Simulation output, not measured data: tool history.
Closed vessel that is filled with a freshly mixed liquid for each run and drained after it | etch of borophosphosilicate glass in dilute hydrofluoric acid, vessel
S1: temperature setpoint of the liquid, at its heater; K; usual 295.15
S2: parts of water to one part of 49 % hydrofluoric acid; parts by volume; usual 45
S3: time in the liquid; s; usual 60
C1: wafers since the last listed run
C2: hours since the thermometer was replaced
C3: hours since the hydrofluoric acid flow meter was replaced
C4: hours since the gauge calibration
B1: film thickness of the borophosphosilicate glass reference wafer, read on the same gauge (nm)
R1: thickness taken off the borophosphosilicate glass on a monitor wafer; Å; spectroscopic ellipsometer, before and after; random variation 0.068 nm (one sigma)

run	hour	S1	S2	S3	C1	C2	C3	C4	B1	R1
1	0	295.15	45	60	0	2718.7	1978.3	70.3	90.04	339.8
2	10.5	297.15	60	60	1569	2729.2	1988.8	80.8	90.05	274.2
3	17.9	297.15	60	60	1105	2736.6	1996.2	88.2	90.01	273.8
4	35.4	295.15	60	60	2615	2754.1	2013.7	105.7	90.02	251.1
5	53.1	295.15	45	60	2645	2771.8	2031.4	123.4	90.02	340.2
6	67.7	295.15	45	60	2182	2786.4	2046	138	90.01	339.4
7	82.9	295.15	45	80	2271	2801.6	2061.2	153.2	89.98	454.1
# hour 93.3: thermometer replaced
8	99.6	295.15	45	40	2346	6.3	2077.9	169.9	90.01	251.8
9	110.3	295.15	45	40	1599	17	2088.6	180.6	90.03	252.3
10	124	291.15	60	75	2047	30.7	2102.3	194.3	90.02	293.3
# hour 137.8: hydrofluoric acid flow meter replaced
11	140.8	298.15	60	30	2361	47.5	3	211.1	90.02	140.6
# hour 142.5: gauge calibrated
12	156.8	295.15	60	70	2391	63.5	19	14.3	90.01	289.4
13	172.9	292.65	25	35	2406	79.6	35.1	30.4	90.05	326.8
14	185.3	293.15	55	60	1853	92	47.5	42.8	90.01	250.9
15	202.3	292.65	55	70	2540	109	64.5	59.8	89.95	286.9
16	212.5	296.65	40	70	1524	119.2	74.7	70	90	476
17	221.7	299.65	60	50	1375	128.4	83.9	79.2	90.03	250
18	234.4	295.15	45	60	1898	141.1	96.6	91.9	90.01	337.4

Forecast each of these 4 alternatives for the next run:
A	235.1	295.15	45	35	104	141.8	97.3	92.6	?	?
B	235.1	296.65	30	90	104	141.8	97.3	92.6	?	?
C	235.1	296.65	55	60	104	141.8	97.3	92.6	?	?
D	235.1	300.15	25	30	104	141.8	97.3	92.6	?	?

run	B1	R1
A	90.04	197.6
B	90.04	827.5
C	90.04	291.4
D	90.04	385.7
Without the tool's hidden state the same runs would have given:
run	R1
A	199.2
B	834.3
C	293.6
D	388.7
